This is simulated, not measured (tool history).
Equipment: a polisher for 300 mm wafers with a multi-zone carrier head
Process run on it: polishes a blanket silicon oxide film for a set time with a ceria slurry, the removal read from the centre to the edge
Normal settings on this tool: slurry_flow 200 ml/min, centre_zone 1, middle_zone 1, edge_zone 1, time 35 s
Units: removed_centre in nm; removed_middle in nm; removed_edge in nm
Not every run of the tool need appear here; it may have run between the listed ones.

run   hour  slurry_flow  centre_zone  middle_zone  edge_zone  time  wafers since the last listed run  wafers polished on this pad  hours since the slurry nozzle was cleaned  hours since the centre zone pressure was calibrated  hours since the edge zone pressure was calibrated  hours since the carrier head's membrane was replaced  incoming thickness of the incoming film, nm  removed_centre  removed_middle  removed_edge
  1      0          200         1.07            1          1    35                                 0                         1019                                      171.8                                                104.9                                              264.9                                                 557.4                                        914.4           176.5           169.1         168.9
  2   92.1          200            1            1       1.09    35                               665                         1684                                      263.9                                                  197                                                357                                                 649.5                                        934.4           161.9           167.3         172.4
  3  168.4          200            1            1          1    35                               551                         2236                                      340.2                                                273.3                                              433.3                                                 725.8                                        925.5           157.7           164.5         162.3
  4  275.3          200            1            1       1.08    26                               772                         3008                                      447.1                                                380.2                                              540.2                                                 832.7                                          927           111.9           117.2         122.4
  5  315.7          200            1            1       1.08    26                               291                         3300                                      487.5                                                420.6                                              580.6                                                 873.1                                        920.6           110.8           117.4         123.9
     337.2  -- slurry nozzle cleaned, repeated, since the last time left the tool worse
  6  386.6          170         0.95         0.94          1    40                               505                         3805                                       49.4                                                491.5                                              651.5                                                   944                                        924.8           191.5             198           204
     457.8  -- centre zone pressure recalibrated
  7  477.3          165          0.9            1          1    35                               640                         4446                                      140.1                                                 19.5                                              742.2                                                1034.7                                        918.3             159           180.2         177.8
     527.3  -- worn pad replaced by a new one
  8  529.1          200         1.11         1.04          1    25                               345                           13                                      191.9                                                 71.3                                                794                                                1086.5                                          908           148.7             136         128.5
  9  567.3          200         0.89         0.96          1    25                               276                          289                                      230.1                                                109.5                                              832.2                                                1124.7                                        922.7           115.4           128.2         127.7
 10  671.7          200            1            1          1    35                               754                         1043                                      334.5                                                213.9                                              936.6                                                1229.1                                        916.8           179.4           186.9         176.7

What does the tool deliver on the next run?
 11  747.3          200            1         0.95          1    42                               546                         1589                                      410.1                                                289.5                                             1012.2                                                1304.7                                        933.6               ?               ?             ?

{"run 11": {"removed_centre": 214.7, "removed_middle": 210.5, "removed_edge": 214.4}}
The same run, on a tool lacking any hidden state, would have yielded removed_centre 222.6 nm, removed_middle 217.3 nm, removed_edge 219.4 nm.
